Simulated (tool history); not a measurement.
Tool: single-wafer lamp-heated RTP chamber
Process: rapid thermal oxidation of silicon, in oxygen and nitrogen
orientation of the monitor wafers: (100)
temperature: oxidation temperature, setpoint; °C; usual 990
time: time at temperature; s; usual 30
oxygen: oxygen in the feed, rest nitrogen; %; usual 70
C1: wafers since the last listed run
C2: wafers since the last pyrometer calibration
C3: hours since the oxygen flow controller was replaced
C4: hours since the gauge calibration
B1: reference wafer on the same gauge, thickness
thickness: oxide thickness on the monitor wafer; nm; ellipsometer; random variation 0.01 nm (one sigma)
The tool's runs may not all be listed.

Run 1, hour 0: usual settings; C1 0; C2 3979; C3 3622.4; C4 988.7; B1 3.018. Result: thickness 3.664 nm.
At hour 34.4: gauge calibrated.
Run 2, hour 36: usual settings but oxygen 77 %; C1 332; C2 4311; C3 3658.4; C4 1.6; B1 3.017. Result: thickness 3.786 nm.
At hour 87.8: pyrometer window cleaned and pyrometer calibrated.
Run 3, hour 103.5: usual settings but oxygen 77 %; C1 549; C2 145; C3 3725.9; C4 69.1; B1 3.019. Result: thickness 3.749 nm.
Run 4, hour 166: usual settings; C1 577; C2 722; C3 3788.4; C4 131.6; B1 3.02. Result: thickness 3.636 nm.
Run 5, hour 204.2: usual settings; C1 352; C2 1075; C3 3826.6; C4 169.8; B1 3.025. Result: thickness 3.649 nm.
Run 6, hour 269.4: usual settings; C1 602; C2 1678; C3 3891.8; C4 235; B1 3.018. Result: thickness 3.631 nm.
Run 7, hour 298.4: usual settings but oxygen 59 %; C1 267; C2 1946; C3 3920.8; C4 264; B1 3.017. Result: thickness 3.45 nm.
Run 8, hour 342.7: usual settings but oxygen 59 %; C1 409; C2 2355; C3 3965.1; C4 308.3; B1 3.019. Result: thickness 3.467 nm.
Run 9, hour 393.6: usual settings; C1 470; C2 2825; C3 4016; C4 359.2; B1 3.019. Result: thickness 3.633 nm.
Run 10, hour 434.5: usual settings but oxygen 89 %; C1 377; C2 3203; C3 4056.9; C4 400.1; B1 3.02. Result: thickness 3.95 nm.
Run 11, hour 480.6: usual settings but oxygen 89 %; C1 425; C2 3629; C3 4103; C4 446.2; B1 3.02. Result: thickness 3.937 nm.
Run 12, hour 520.8: usual settings but oxygen 89 %; C1 371; C2 4001; C3 4143.2; C4 486.4; B1 3.019. Result: thickness 3.949 nm.
Run 13, hour 582.3: usual settings but time 41 s; C1 568; C2 4569; C3 4204.7; C4 547.9; B1 3.022. Result: thickness 4.178 nm.
Run 14, hour 632.8: usual settings but time 41 s; C1 466; C2 5035; C3 4255.2; C4 598.4; B1 3.022. Result: thickness 4.178 nm.
Run 15, hour 665.6: usual settings but oxygen 78 %; C1 303; C2 5338; C3 4288; C4 631.2; B1 3.019. Result: thickness 3.825 nm.
At hour 705.6: oxygen flow controller replaced.
Run 16, hour 711: usual settings but time 18 s, oxygen 95 %; C1 345; C2 5684; C3 5.4; C4 676.6; B1 3.02. Result: thickness 3.367 nm.
At hour 747.3: pyrometer window cleaned and pyrometer calibrated.
Run 17, hour 748.6: usual settings but time 19 s, oxygen 56 %; C1 273; C2 11; C3 43; C4 714.2; B1 3.02. Result: thickness 2.926 nm.
Run 18, hour 781.3: usual settings; C1 302; C2 313; C3 75.7; C4 746.9; B1 3.022. Result: thickness 3.633 nm.
Run 19, hour 822.1: usual settings; C1 376; C2 690; C3 116.5; C4 787.7; B1 3.022. Result: thickness 3.639 nm.
Run 20, hour 879.8: usual settings but temperature 1000 °C, time 38 s, oxygen 83 %; C1 533; C2 1224; C3 174.2; C4 845.4; B1 3.019. Result: thickness 4.503 nm.
Run 21, hour 1010.9: usual settings but oxygen 90 %; C1 1211; C2 2435; C3 305.3; C4 976.5; B1 3.018. Result: thickness 3.949 nm.
At hour 1047.4: gauge calibrated.
Run 22, hour 1054.6: usual settings but temperature 981 °C, oxygen 51 %; C1 403; C2 2839; C3 349; C4 7.2; B1 3.017. Result: thickness 3.173 nm.
Run 23, hour 1122: usual settings; C1 622; C2 3461; C3 416.4; C4 74.6; B1 3.02. Result: thickness 3.661 nm.
Run 24, hour 1184.3: usual settings but temperature 1014 °C, time 37 s, oxygen 57 %; C1 575; C2 4037; C3 478.7; C4 136.9; B1 3.02. Result: thickness 4.395 nm.
Run 25, hour 1252.1: usual settings but temperature 999 °C, oxygen 96 %; C1 626; C2 4663; C3 546.5; C4 204.7; B1 3.024. Result: thickness 4.342 nm.
Run 26, hour 1319.7: usual settings but temperature 964 °C, time 36 s, oxygen 51 %; C1 624; C2 5288; C3 614.1; C4 272.3; B1 3.018. Result: thickness 3.116 nm.
At hour 1329.6: pyrometer window cleaned and pyrometer calibrated.
Run 27, hour 1387.6: usual settings; C1 553; C2 536; C3 682; C4 340.2; B1 3.016. Result: thickness 3.625 nm.
Run 28, hour 1538.4: usual settings but time 37 s, oxygen 98 %; C1 1393; C2 1929; C3 832.8; C4 491; B1 3.02. Result: thickness 4.392 nm.
Run 29, hour 1620: usual settings but temperature 977 °C, time 38 s; C1 753; C2 2683; C3 914.4; C4 572.6; B1 3.02. Result: thickness 3.668 nm.

Forecast each of these 4 alternatives for the next run:
Run A, hour 1620.4: usual settings; C1 3; C2 2687; C3 914.8; C4 573; B1 ?. Result: thickness ?.
Run B, hour 1620.4: usual settings but temperature 1000 °C, time 35 s, oxygen 79 %; C1 3; C2 2687; C3 914.8; C4 573; B1 ?. Result: thickness ?.
Run C, hour 1620.4: usual settings but temperature 977 °C, time 37 s, oxygen 97 %; C1 3; C2 2687; C3 914.8; C4 573; B1 ?. Result: thickness ?.
Run D, hour 1620.4: usual settings but temperature 964 °C, time 38 s, oxygen 88 %; C1 3; C2 2687; C3 914.8; C4 573; B1 ?. Result: thickness ?.

run    B1  thickness
  A  3.02      3.635
  B  3.02      4.288
  C  3.02      3.997
  D  3.02      3.592
Without the tool's hidden state the same runs would have given:
run  thickness
  A      3.617
  B      4.264
  C      3.975
  D      3.573

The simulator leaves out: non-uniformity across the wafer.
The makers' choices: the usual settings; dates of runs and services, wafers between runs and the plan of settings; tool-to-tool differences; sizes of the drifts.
